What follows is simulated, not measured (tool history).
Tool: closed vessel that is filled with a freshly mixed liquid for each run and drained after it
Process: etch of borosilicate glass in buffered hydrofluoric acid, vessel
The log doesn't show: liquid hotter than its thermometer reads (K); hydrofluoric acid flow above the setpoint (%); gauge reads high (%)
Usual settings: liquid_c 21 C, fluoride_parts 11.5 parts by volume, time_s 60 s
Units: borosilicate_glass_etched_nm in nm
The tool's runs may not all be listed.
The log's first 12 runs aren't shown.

run,hour,liquid_c,fluoride_parts,time_s,wafers since the last listed run,hours since the thermometer was replaced,hours since the hydrofluoric acid flow meter was replaced,hours since the gauge calibration,"read-back film thickness of the borosilicate glass reference wafer, read on the same gauge (nm)",borosilicate_glass_etched_nm
13,133.2,25,11.5,60,913,88,118.6,481.7,120.01,76.19
14,148.9,18,11.5,60,1575,103.7,134.3,497.4,119.97,51.87
# hour 151.2: gauge calibrated
15,158.7,22.5,8.5,60,983,113.5,144.1,7.5,120.05,87.18
16,174.3,17,11.5,60,1565,129.1,159.7,23.1,119.98,48.98
17,180.6,21,11.5,60,632,135.4,166,29.4,119.96,61.15
18,193.9,21,11.5,60,1334,148.7,179.3,42.7,120.05,61.1
19,204.4,21,10.5,60,1053,159.2,189.8,53.2,120.07,67.29
20,217.7,21,11.5,60,1334,172.5,203.1,66.5,120.04,61.06
21,230.5,23.5,16,80,1284,185.3,215.9,79.3,120.02,67.33
22,243,19,9,80,1254,197.8,228.4,91.8,120,90.85
23,258.6,21,13.5,60,1565,213.4,244,107.4,119.98,52.66
24,285.9,21,11.5,60,2739,240.7,271.3,134.7,120,61.76
25,303.8,21,11.5,30,1795,258.6,289.2,152.6,120.02,30.93
26,310.4,21,7.5,60,662,265.2,295.8,159.2,119.98,93.13
27,321.2,21,8.5,60,1083,276,306.6,170,119.96,80.58
28,335.3,25,11.5,40,1414,290.1,320.7,184.1,120,51.35
29,344.3,17,11.5,95,903,299.1,329.7,193.1,119.98,78.46
30,350.3,21,11.5,60,602,305.1,335.7,199.1,119.99,61.81

Forecast run 31:
31,367,21,11.5,60,1675,321.8,352.4,215.8,?,?

read-back film thickness of the borosilicate glass reference wafer, read on the same gauge (nm): 119.98
borosilicate_glass_etched_nm: 62.43 nm
Without the tool's hidden state the same run would have given borosilicate_glass_etched_nm 59.61 nm.
